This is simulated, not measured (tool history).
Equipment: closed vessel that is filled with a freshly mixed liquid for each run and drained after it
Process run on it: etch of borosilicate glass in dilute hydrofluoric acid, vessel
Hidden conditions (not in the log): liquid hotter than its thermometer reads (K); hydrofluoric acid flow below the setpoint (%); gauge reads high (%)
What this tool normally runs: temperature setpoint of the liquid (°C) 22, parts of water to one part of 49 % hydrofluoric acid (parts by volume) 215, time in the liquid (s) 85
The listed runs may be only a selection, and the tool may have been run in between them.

run	day	temperature setpoint of the liquid (°C)	parts of water to one part of 49 % hydrofluoric acid (parts by volume)	time in the liquid (s)	wafers since the last listed run	hours since the thermometer was replaced	hours since the hydrofluoric acid flow meter was replaced	hours since the gauge calibration	read-back film thickness of the borosilicate glass reference wafer, read on the same gauge (nm)	thickness taken off the borosilicate glass on a monitor wafer (angstrom)
1	0	22	215	85	0	1251.9	563.4	750.5	79.98	170.1
2	1.829	24.5	215	85	3499	1295.8	607.3	794.4	79.98	188.4
3	3.842	22	215	85	3849	1344.1	655.6	842.7	79.97	172.8
# day 4.971: hydrofluoric acid flow meter replaced
4	5.142	22	215	85	2407	1375.3	4.1	873.9	80.07	171
5	6.375	22	215	85	2359	1404.9	33.7	903.5	79.96	172.8
6	9.129	22	215	85	5268	1471	99.8	969.6	80.03	171.1
7	10.629	22	215	85	2869	1507	135.8	1005.6	80.03	172.9
8	11.938	22	215	85	2502	1538.4	167.2	1037	80.04	172.8
9	13.804	22	215	85	3570	1583.2	212	1081.8	79.93	171.9
10	15.804	24	215	85	3825	1631.2	260	1129.8	80.01	186.1
11	18.258	24	215	85	4694	1690.1	318.9	1188.7	79.99	187.5
12	20.254	22	215	85	3818	1738	366.8	1236.6	79.99	172
13	22.533	22	215	85	4360	1792.7	421.5	1291.3	79.99	171.2
14	23.733	22	245	85	2295	1821.5	450.3	1320.1	80.03	147
# day 24.504: gauge calibrated
15	24.888	20	305	35	2207	1849.2	478	9.2	80.05	42.5
16	26.254	22	125	85	2614	1882	510.8	42	79.99	326
17	27.617	24.5	215	65	2606	1914.7	543.5	74.7	79.99	144.2
18	30.033	22	260	85	4623	1972.7	601.5	132.7	80	135.4
# day 30.988: thermometer replaced
# day 31.138: hydrofluoric acid flow meter replaced
19	31.867	22	215	85	3347	21.1	17.5	176.7	79.97	173
20	33.6	27	255	105	3315	62.7	59.1	218.3	79.97	205.1
21	35.512	27	215	120	3658	108.6	105	264.2	80	291.6
22	37	22	215	85	2845	144.3	140.7	299.9	80	171.1
23	38.417	24.5	145	85	2710	178.3	174.7	333.9	80.05	302.9

Predict the results of run 24:
24	40.833	17.5	215	115	4623	236.3	232.7	391.9	?	?

read-back film thickness of the borosilicate glass reference wafer, read on the same gauge (nm): 80
thickness taken off the borosilicate glass on a monitor wafer (angstrom): 195.3
On a tool with no hidden condition, and with the same random variation, this run would have come out at thickness taken off the borosilicate glass on a monitor wafer (angstrom) 195.3.
